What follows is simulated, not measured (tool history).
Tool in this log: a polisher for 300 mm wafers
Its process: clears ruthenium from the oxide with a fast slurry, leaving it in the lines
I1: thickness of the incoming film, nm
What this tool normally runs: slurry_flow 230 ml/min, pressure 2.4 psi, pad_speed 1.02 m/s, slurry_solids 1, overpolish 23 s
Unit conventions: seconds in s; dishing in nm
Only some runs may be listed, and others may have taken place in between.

run 1 hour=0 | slurry_flow=230 pressure=2.4 pad_speed=1.02 slurry_solids=1 overpolish=23 | I1=299.2 | seconds=70.7 dishing=71.3
run 2 hour=15.7 | slurry_flow=230 pressure=2.4 pad_speed=1.02 slurry_solids=1 overpolish=23 | I1=301.5 | seconds=74.4 dishing=73
run 3 hour=29 | slurry_flow=230 pressure=2.4 pad_speed=1.02 slurry_solids=1 overpolish=23 | I1=301.8 | seconds=73.6 dishing=69.6
run 4 hour=40.9 | slurry_flow=230 pressure=2.4 pad_speed=1.02 slurry_solids=1 overpolish=23 | I1=299.3 | seconds=73.5 dishing=72.5
run 5 hour=52.1 | slurry_flow=230 pressure=2.4 pad_speed=1.02 slurry_solids=1 overpolish=23 | I1=302.9 | seconds=78.3 dishing=71.8
run 6 hour=59.2 | slurry_flow=230 pressure=2.4 pad_speed=1.02 slurry_solids=1 overpolish=23 | I1=301.1 | seconds=75 dishing=66.2
run 7 hour=76 | slurry_flow=230 pressure=2.4 pad_speed=1.02 slurry_solids=1 overpolish=23 | I1=303 | seconds=77.1 dishing=66.4
run 8 hour=84.8 | slurry_flow=230 pressure=2.4 pad_speed=1.02 slurry_solids=1 overpolish=23 | I1=304 | seconds=79.4 dishing=62.7
run 9 hour=97.8 | slurry_flow=230 pressure=2.4 pad_speed=1.02 slurry_solids=1 overpolish=23 | I1=302 | seconds=82.9 dishing=67
-- hour=104.3 slurry blender recalibrated
run 10 hour=115.1 | slurry_flow=230 pressure=2.4 pad_speed=1.02 slurry_solids=1 overpolish=23 | I1=295.7 | seconds=73.8 dishing=69
-- hour=120.2 slurry nozzle cleaned
run 11 hour=121.8 | slurry_flow=230 pressure=2.4 pad_speed=1.02 slurry_solids=1 overpolish=23 | I1=298.3 | seconds=74.9 dishing=66.7
run 12 hour=131.8 | slurry_flow=230 pressure=2.4 pad_speed=1.02 slurry_solids=1 overpolish=23 | I1=301.6 | seconds=77.7 dishing=68.5
run 13 hour=144.9 | slurry_flow=205 pressure=2.7 pad_speed=0.78 slurry_solids=1 overpolish=23 | I1=298.4 | seconds=90.8 dishing=59.9
run 14 hour=155.5 | slurry_flow=230 pressure=2.4 pad_speed=1.02 slurry_solids=0.8 overpolish=23 | I1=304.7 | seconds=83.1 dishing=64.1
run 15 hour=165.6 | slurry_flow=230 pressure=2.4 pad_speed=1.02 slurry_solids=0.9 overpolish=23 | I1=303.8 | seconds=83 dishing=65.5
run 16 hour=182.3 | slurry_flow=230 pressure=2.1 pad_speed=1.02 slurry_solids=0.9 overpolish=23 | I1=303.6 | seconds=97 dishing=57.3
run 17 hour=191 | slurry_flow=230 pressure=2.4 pad_speed=1.02 slurry_solids=1 overpolish=23 | I1=304.4 | seconds=83.9 dishing=63.1
-- hour=196.2 head pressure recalibrated
-- hour=203.9 worn pad replaced by a new one
run 18 hour=204.4 | slurry_flow=230 pressure=2.4 pad_speed=1.24 slurry_solids=1 overpolish=34 | I1=297.9 | seconds=61.8 dishing=107.9
-- hour=217.2 slurry blender recalibrated
run 19 hour=217.7 | slurry_flow=190 pressure=3 pad_speed=1.2 slurry_solids=0.85 overpolish=23 | I1=303.6 | seconds=52.7 dishing=92.4
run 20 hour=224.8 | slurry_flow=230 pressure=2.9 pad_speed=0.88 slurry_solids=1 overpolish=15 | I1=294.2 | seconds=67.9 dishing=50
run 21 hour=242.5 | slurry_flow=230 pressure=2.4 pad_speed=1.02 slurry_solids=1 overpolish=23 | I1=296.9 | seconds=73.5 dishing=71.5
run 22 hour=257.6 | slurry_flow=160 pressure=2.4 pad_speed=1.02 slurry_solids=1 overpolish=23 | I1=299.6 | seconds=76.7 dishing=65.7
run 23 hour=272.6 | slurry_flow=230 pressure=2.4 pad_speed=1.02 slurry_solids=1 overpolish=23 | I1=304.5 | seconds=75.7 dishing=69.3
run 24 hour=289.4 | slurry_flow=230 pressure=2.8 pad_speed=1.02 slurry_solids=1 overpolish=23 | I1=301.7 | seconds=66.8 dishing=80.2
run 25 hour=296.8 | slurry_flow=230 pressure=2.4 pad_speed=1.02 slurry_solids=1 overpolish=23 | I1=304.5 | seconds=76.4 dishing=66.9
run 26 hour=303.6 | slurry_flow=230 pressure=2.4 pad_speed=1.02 slurry_solids=1 overpolish=23 | I1=301.1 | seconds=77.4 dishing=66.4
run 27 hour=315.4 | slurry_flow=230 pressure=2.4 pad_speed=1.34 slurry_solids=1 overpolish=23 | I1=301.7 | seconds=60.4 dishing=84.4
run 28 hour=330.2 | slurry_flow=230 pressure=2.4 pad_speed=1.02 slurry_solids=1 overpolish=14 | I1=299.8 | seconds=80 dishing=42.6
run 29 hour=345.2 | slurry_flow=230 pressure=2.4 pad_speed=1.02 slurry_solids=1.2 overpolish=13 | I1=296.8 | seconds=79.5 dishing=40.5

Consider 4 possible next runs. They are alternatives, not a sequence: every one starts from the tool as it was left by run 29. What does each give?
run A hour=345.7 | slurry_flow=230 pressure=2.4 pad_speed=1.02 slurry_solids=1 overpolish=23 | I1=297.8 | seconds=? dishing=?
run B hour=345.7 | slurry_flow=230 pressure=2.4 pad_speed=1.02 slurry_solids=0.8 overpolish=17 | I1=297.8 | seconds=? dishing=?
run C hour=345.7 | slurry_flow=230 pressure=2.4 pad_speed=0.68 slurry_solids=1 overpolish=35 | I1=297.8 | seconds=? dishing=?
run D hour=345.7 | slurry_flow=230 pressure=2.4 pad_speed=0.86 slurry_solids=1 overpolish=30 | I1=297.8 | seconds=? dishing=?

run=A seconds=82.2 dishing=66
run=B seconds=87.5 dishing=47.8
run=C seconds=123.4 dishing=66.9
run=D seconds=97.5 dishing=71.6
The same runs, with their run-to-run variation unchanged, on a tool lacking any hidden condition would have given:
run=A seconds=71 dishing=74.8
run=B seconds=74.9 dishing=54.9
run=C seconds=106.5 dishing=75.8
run=D seconds=84.2 dishing=81
